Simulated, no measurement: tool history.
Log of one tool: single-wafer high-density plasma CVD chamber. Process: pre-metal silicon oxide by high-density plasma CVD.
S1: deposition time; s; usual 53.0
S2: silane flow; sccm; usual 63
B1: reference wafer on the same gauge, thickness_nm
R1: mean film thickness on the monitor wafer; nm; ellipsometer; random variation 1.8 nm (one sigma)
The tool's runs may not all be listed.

run 1 hour=0.0 | S1=53.0 S2=63 | B1=351.734 | R1=326.342
run 2 hour=303.9 | S1=53.0 S2=63 | B1=350.183 | R1=326.025
run 3 hour=341.3 | S1=53.0 S2=63 | B1=350.120 | R1=327.226
run 4 hour=431.5 | S1=53.0 S2=63 | B1=349.647 | R1=325.902
run 5 hour=533.2 | S1=53.0 S2=63 | B1=349.465 | R1=324.815
run 6 hour=599.4 | S1=53.0 S2=63 | B1=348.867 | R1=325.535
run 7 hour=695.8 | S1=53.0 S2=56 | B1=348.333 | R1=287.374
run 8 hour=802.5 | S1=58.4 S2=63 | B1=347.501 | R1=356.230
-- hour=818.4 silane flow controller replaced
run 9 hour=881.6 | S1=58.4 S2=63 | B1=347.450 | R1=354.720
run 10 hour=962.1 | S1=58.4 S2=63 | B1=346.694 | R1=353.163
run 11 hour=1040.8 | S1=49.9 S2=70 | B1=346.753 | R1=337.216
-- hour=1104.0 gauge calibrated
run 12 hour=1108.5 | S1=50.3 S2=63 | B1=359.114 | R1=318.894
run 13 hour=1187.1 | S1=53.0 S2=63 | B1=358.716 | R1=329.354
run 14 hour=1261.4 | S1=44.3 S2=74 | B1=357.796 | R1=325.787
run 15 hour=1325.0 | S1=63.6 S2=56 | B1=357.438 | R1=352.439
run 16 hour=1416.6 | S1=46.2 S2=63 | B1=357.360 | R1=290.676
run 17 hour=1454.9 | S1=62.8 S2=56 | B1=356.817 | R1=349.011
run 18 hour=1519.6 | S1=57.0 S2=52 | B1=356.721 | R1=294.635
run 19 hour=1615.7 | S1=49.9 S2=70 | B1=356.142 | R1=345.159
run 20 hour=1677.0 | S1=53.0 S2=63 | B1=355.412 | R1=331.318
run 21 hour=1715.3 | S1=53.0 S2=63 | B1=355.447 | R1=328.837
run 22 hour=1775.7 | S1=45.3 S2=56 | B1=355.132 | R1=252.629
run 23 hour=1866.2 | S1=61.8 S2=71 | B1=354.785 | R1=437.202
run 24 hour=1908.0 | S1=45.0 S2=63 | B1=354.132 | R1=281.193
run 25 hour=2008.2 | S1=63.6 S2=68 | B1=353.685 | R1=426.485
run 26 hour=2088.5 | S1=62.9 S2=70 | B1=353.547 | R1=432.898

The same runs without the tool's hidden state, with the same run-to-run variation:
The hidden state here: delivered silane flow above the setpoint (%); gauge reads high (%).
run=1 R1=331.906
run=2 R1=333.108
run=3 R1=334.524
run=4 R1=333.627
run=5 R1=333.027
run=6 R1=334.101
run=7 R1=295.368
run=8 R1=366.735
run=9 R1=365.622
run=10 R1=364.465
run=11 R1=348.426
run=12 R1=318.268
run=13 R1=329.090
run=14 R1=325.884
run=15 R1=352.877
run=16 R1=291.432
run=17 R1=350.118
run=18 R1=295.855
run=19 R1=347.083
run=20 R1=333.470
run=21 R1=331.161
run=22 R1=254.644
run=23 R1=441.285
run=24 R1=283.997
run=25 R1=431.383
run=26 R1=438.398
